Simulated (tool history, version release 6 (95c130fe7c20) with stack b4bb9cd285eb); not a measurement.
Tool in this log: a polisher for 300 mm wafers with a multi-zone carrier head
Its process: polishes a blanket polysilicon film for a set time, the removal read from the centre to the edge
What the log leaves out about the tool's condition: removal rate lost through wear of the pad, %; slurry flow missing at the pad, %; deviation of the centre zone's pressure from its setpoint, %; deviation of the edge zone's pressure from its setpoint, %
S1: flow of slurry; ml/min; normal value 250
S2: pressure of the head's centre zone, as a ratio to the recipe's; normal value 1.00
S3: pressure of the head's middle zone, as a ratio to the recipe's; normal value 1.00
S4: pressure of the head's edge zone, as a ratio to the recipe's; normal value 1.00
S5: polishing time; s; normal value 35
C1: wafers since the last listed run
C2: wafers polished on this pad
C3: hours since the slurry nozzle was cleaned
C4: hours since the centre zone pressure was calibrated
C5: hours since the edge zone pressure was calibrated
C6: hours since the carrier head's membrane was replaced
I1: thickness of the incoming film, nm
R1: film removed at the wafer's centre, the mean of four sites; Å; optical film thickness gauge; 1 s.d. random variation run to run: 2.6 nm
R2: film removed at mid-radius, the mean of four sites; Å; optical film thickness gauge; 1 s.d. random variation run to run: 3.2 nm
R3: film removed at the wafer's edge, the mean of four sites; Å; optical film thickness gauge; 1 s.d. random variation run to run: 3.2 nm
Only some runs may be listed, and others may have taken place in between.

| run | hour | S1 | S2 | S3 | S4 | S5 | C1 | C2 | C3 | C4 | C5 | C6 | I1 | R1 | R2 | R3 |
|---|---|---|---|---|---|---|---|---|---|---|---|---|---|---|---|---|
| 1 | 0.0 | 250 | 1.00 | 1.00 | 1.00 | 35 | 0 | 472 | 234.8 | 106.0 | 782.8 | 77.3 | 1259.8 | 2757 | 2751 | 2700 |
| 2 | 8.7 | 250 | 1.00 | 1.00 | 1.00 | 40 | 68 | 541 | 243.5 | 114.7 | 791.5 | 86.0 | 1218.0 | 3108 | 3146 | 3156 |
| 3 | 23.5 | 225 | 1.00 | 1.09 | 0.90 | 35 | 116 | 657 | 258.3 | 129.5 | 806.3 | 100.8 | 1233.7 | 2661 | 2908 | 2604 |
| 4 | 35.3 | 250 | 1.00 | 0.91 | 1.00 | 35 | 92 | 750 | 270.1 | 141.3 | 818.1 | 112.6 | 1248.7 | 2738 | 2489 | 2772 |
|  | 44.4 | slurry nozzle cleaned |
| 5 | 45.7 | 250 | 1.11 | 1.04 | 1.00 | 24 | 74 | 824 | 1.3 | 151.7 | 828.5 | 123.0 | 1242.1 | 1884 | 1744 | 1787 |
| 6 | 52.6 | 250 | 1.09 | 0.90 | 0.92 | 38 | 54 | 879 | 8.2 | 158.6 | 835.4 | 129.9 | 1239.9 | 2938 | 2526 | 2740 |
|  | 57.3 | worn pad replaced by a new one |
| 7 | 68.6 | 250 | 1.00 | 1.00 | 1.00 | 35 | 94 | 89 | 24.2 | 174.6 | 851.4 | 145.9 | 1255.1 | 2515 | 2487 | 2556 |
| 8 | 81.1 | 285 | 1.00 | 1.00 | 1.00 | 35 | 98 | 187 | 36.7 | 187.1 | 863.9 | 158.4 | 1239.0 | 2614 | 2562 | 2583 |
| 9 | 93.0 | 250 | 0.88 | 1.00 | 1.00 | 35 | 93 | 281 | 48.6 | 199.0 | 875.8 | 170.3 | 1212.1 | 2213 | 2502 | 2653 |
| 10 | 108.6 | 250 | 1.00 | 0.89 | 1.00 | 30 | 122 | 404 | 64.2 | 214.6 | 891.4 | 185.9 | 1232.9 | 2134 | 1927 | 2212 |
|  | 116.6 | edge zone pressure recalibrated |
| 11 | 123.2 | 180 | 1.10 | 1.00 | 1.00 | 47 | 99 | 503 | 78.8 | 229.2 | 6.6 | 200.5 | 1220.6 | 3208 | 3020 | 3239 |
| 12 | 133.2 | 250 | 1.09 | 1.00 | 1.00 | 31 | 78 | 582 | 88.8 | 239.2 | 16.6 | 210.5 | 1219.9 | 2328 | 2232 | 2247 |
| 13 | 148.3 | 250 | 1.00 | 1.00 | 1.04 | 35 | 118 | 701 | 103.9 | 254.3 | 31.7 | 225.6 | 1256.3 | 2399 | 2485 | 2592 |
| 14 | 156.0 | 250 | 1.00 | 1.00 | 1.00 | 35 | 60 | 761 | 111.6 | 262.0 | 39.4 | 233.3 | 1219.1 | 2459 | 2455 | 2531 |

Estimate the outcome of run 15 from the log above:
|  | 159.3 | slurry nozzle cleaned, repeated, since the last time left the tool worse |
|  | 168.6 | worn pad replaced by a new one |
| 15 | 169.1 | 295 | 0.90 | 1.12 | 1.00 | 43 | 63 | 3 | 9.8 | 275.1 | 52.5 | 246.4 | 1230.2 | ? | ? | ? |

{"run 15": {"R1": 3250, "R2": 3934, "R3": 3479}}
On a tool with no hidden condition, and with the same random variation, this run would have come out at R1 3251 Å, R2 3935 Å, R3 3479 Å.
